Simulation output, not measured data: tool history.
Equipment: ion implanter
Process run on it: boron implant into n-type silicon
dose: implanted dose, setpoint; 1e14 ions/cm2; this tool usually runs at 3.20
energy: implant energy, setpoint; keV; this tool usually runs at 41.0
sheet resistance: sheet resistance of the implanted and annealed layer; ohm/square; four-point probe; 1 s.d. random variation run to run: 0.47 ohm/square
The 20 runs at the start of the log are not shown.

run	day	dose	energy	wafers since the last listed run	hours since the last dose calibration	hours since the extraction supply was calibrated	hours since the gauge calibration	read-back reference wafer on the same gauge, sheet resistance	sheet resistance
21	23.258	3.20	41.0	289	157.2	4292.5	857.0	258.07	316.73
22	24.208	3.20	41.0	292	180.0	4315.3	879.8	257.91	315.12
# day 24.579: extraction supply calibrated
23	25.658	3.61	36.0	343	214.8	25.9	914.6	258.01	292.75
24	26.929	2.89	35.0	390	245.3	56.4	945.1	257.97	345.14
25	28.275	4.07	41.0	413	277.6	88.7	977.4	257.72	265.04
# day 29.588: gauge calibrated
26	32.167	3.55	37.5	1197	371.0	182.1	61.9	257.94	294.76
27	32.929	2.31	45.5	234	389.3	200.4	80.2	258.11	389.54
28	34.071	2.63	48.0	351	416.7	227.8	107.6	258.09	355.32
29	35.200	3.20	41.0	347	443.8	254.9	134.7	257.96	316.42
30	36.312	2.57	41.0	342	470.5	281.6	161.4	257.99	368.13
31	39.188	3.20	41.0	884	539.5	350.6	230.4	258.03	316.08
32	40.221	2.66	28.5	317	564.3	375.4	255.2	257.96	375.60
33	41.612	2.39	52.0	428	597.7	408.8	288.6	258.15	374.38
34	43.075	2.56	41.0	449	632.8	443.9	323.7	258.01	369.56
35	46.604	2.40	29.5	1085	717.5	528.6	408.4	257.85	402.63
36	47.238	3.20	41.0	194	732.7	543.8	423.6	257.96	316.51
37	48.288	2.71	31.0	322	757.9	569.0	448.8	257.89	367.00

What if the next run were any one of these 4? Each begins from the tool's condition after run 37:
A	48.304	3.20	31.5	5	758.3	569.4	449.2	?	?
B	48.304	2.94	41.0	5	758.3	569.4	449.2	?	?
C	48.304	3.69	27.5	5	758.3	569.4	449.2	?	?
D	48.304	4.05	28.0	5	758.3	569.4	449.2	?	?

run	read-back reference wafer on the same gauge, sheet resistance	sheet resistance
A	257.97	325.12
B	257.97	336.57
C	257.97	295.39
D	257.97	274.76
Take away the tool's hidden state, keep each run's random variation, and the runs would have read:
run	sheet resistance
A	323.94
B	335.41
C	294.29
D	273.72

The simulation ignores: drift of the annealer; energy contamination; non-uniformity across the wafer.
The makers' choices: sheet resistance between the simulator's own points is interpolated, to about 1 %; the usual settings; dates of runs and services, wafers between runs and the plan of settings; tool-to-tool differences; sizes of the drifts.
